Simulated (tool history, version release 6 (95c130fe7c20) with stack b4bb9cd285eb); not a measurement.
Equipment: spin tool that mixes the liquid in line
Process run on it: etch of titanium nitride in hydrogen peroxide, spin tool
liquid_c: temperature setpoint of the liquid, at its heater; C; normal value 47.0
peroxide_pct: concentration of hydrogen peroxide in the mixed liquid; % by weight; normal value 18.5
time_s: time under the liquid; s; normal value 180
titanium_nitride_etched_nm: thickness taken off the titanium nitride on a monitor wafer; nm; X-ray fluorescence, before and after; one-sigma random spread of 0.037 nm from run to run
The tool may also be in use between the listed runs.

run,hour,liquid_c,peroxide_pct,time_s,"read-back film thickness of the titanium nitride reference wafer, read on the same gauge (nm)",titanium_nitride_etched_nm
1,0.0,47.0,18.5,180,79.99,12.36
2,13.7,40.5,15.5,180,79.99,7.28
3,30.7,50.0,22.5,280,79.98,24.82
4,39.2,43.5,17.0,220,79.99,11.43
5,50.7,50.0,21.5,280,80.03,24.60
6,61.5,53.5,20.5,105,79.98,11.76
7,74.0,47.0,17.0,180,79.98,12.07
8,81.9,56.0,23.5,180,79.99,24.64
9,96.3,52.5,16.0,245,80.01,24.07
10,110.1,49.5,22.0,180,79.99,15.29
11,118.8,47.0,20.0,180,79.99,12.49
# hour 135.0: peroxide flow meter replaced
12,135.5,56.0,23.5,180,79.99,24.68
13,146.8,51.5,15.0,240,80.03,21.68
14,156.1,40.5,22.0,265,79.99,11.48
15,166.3,37.5,18.5,180,79.97,5.96
16,180.8,47.0,18.5,180,80.00,12.27
17,198.7,47.0,22.0,260,80.01,18.38
18,212.3,47.0,18.5,180,80.00,12.23
19,224.5,47.0,18.5,180,79.97,12.26
20,236.5,41.5,18.5,180,80.00,8.10
21,245.9,38.5,21.0,215,79.99,7.83
22,253.5,47.0,18.5,180,79.99,12.22
23,260.9,51.5,18.5,180,80.00,16.91
24,271.4,41.5,16.0,130,80.01,5.63
# hour 276.1: gauge calibrated
25,282.6,43.0,18.5,95,80.03,4.76

Predict each of these 4 candidate next runs independently; none follows another, all start after run 25:
A,283.1,56.5,18.5,180,?,?
B,283.1,47.0,21.5,180,?,?
C,283.1,43.5,23.0,230,?,?
D,283.1,54.0,18.5,180,?,?

run,"read-back film thickness of the titanium nitride reference wafer, read on the same gauge (nm)",titanium_nitride_etched_nm
A,80.01,24.02
B,80.01,12.57
C,80.01,12.55
D,80.01,20.16
What these runs would have given with no unlogged condition in the tool:
run,titanium_nitride_etched_nm
A,24.42
B,12.79
C,12.78
D,20.50

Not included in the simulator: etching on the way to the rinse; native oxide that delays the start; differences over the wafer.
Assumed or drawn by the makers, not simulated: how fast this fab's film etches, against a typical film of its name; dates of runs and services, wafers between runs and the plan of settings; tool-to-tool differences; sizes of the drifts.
